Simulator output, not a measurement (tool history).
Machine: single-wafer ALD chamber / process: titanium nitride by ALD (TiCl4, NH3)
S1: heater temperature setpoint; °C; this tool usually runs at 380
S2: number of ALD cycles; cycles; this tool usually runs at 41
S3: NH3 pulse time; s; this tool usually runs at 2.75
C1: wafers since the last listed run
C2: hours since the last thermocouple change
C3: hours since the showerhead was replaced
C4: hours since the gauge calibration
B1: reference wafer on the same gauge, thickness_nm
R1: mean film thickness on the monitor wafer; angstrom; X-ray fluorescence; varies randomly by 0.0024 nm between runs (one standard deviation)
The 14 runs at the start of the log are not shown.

run	hour	S1	S2	S3	C1	C2	C3	C4	B1	R1
15	444.5	380	41	2.75	200	2636.7	4656.7	688.6	0.937	9.31
16	465.2	377	41	2.75	140	2657.4	4677.4	709.3	0.938	9.3
17	478.1	377	41	2.75	87	2670.3	4690.3	722.2	0.937	9.3
# hour 541.8: gauge calibrated
18	562.7	393	38	1.77	573	2754.9	4774.9	20.9	0.951	8.69
19	579.7	380	41	2.36	115	2771.9	4791.9	37.9	0.952	9.36
20	613.4	380	41	3.22	228	2805.6	4825.6	71.6	0.95	9.51
21	630.2	380	37	3.1	113	2822.4	4842.4	88.4	0.951	8.59
22	644.7	380	46	3.73	98	2836.9	4856.9	102.9	0.95	10.72
23	680.1	380	41	2.75	239	2872.3	4892.3	138.3	0.952	9.45
# hour 695.7: thermocouple changed; heater temperature recalibrated
24	710.3	380	37	2.75	150	14.6	4922.5	168.5	0.949	8.5
# hour 736.9: showerhead replaced
25	737.4	368	41	2.75	129	41.7	0.5	195.6	0.95	9.29
26	751	373	46	3.15	92	55.3	14.1	209.2	0.951	10.53
27	777.7	380	41	2.75	180	82	40.8	235.9	0.95	9.46
28	796.8	391	45	1.89	129	101.1	59.9	255	0.948	10.3
29	810.8	380	41	1.7	94	115.1	73.9	269	0.949	9.13
30	834	380	34	2.75	157	138.3	97.1	292.2	0.949	7.84
31	857.2	380	34	2.06	157	161.5	120.3	315.4	0.949	7.67
32	875.9	380	41	3.41	126	180.2	139	334.1	0.948	9.51
33	910.3	384	44	3.38	233	214.6	173.4	368.5	0.948	10.17
34	941.5	380	44	3.51	211	245.8	204.6	399.7	0.947	10.18

Forecast each of these 3 alternatives for the next run:
A	942	372	41	2.75	3	246.3	205.1	400.2	?	?
B	942	388	36	2.75	3	246.3	205.1	400.2	?	?
C	942	368	45	2.75	3	246.3	205.1	400.2	?	?

run	B1	R1
A	0.948	9.3
B	0.948	8.29
C	0.948	10.14
Stripped of hidden state, with their random variation kept, the same runs would have yielded:
run	R1
A	9.33
B	8.32
C	10.18
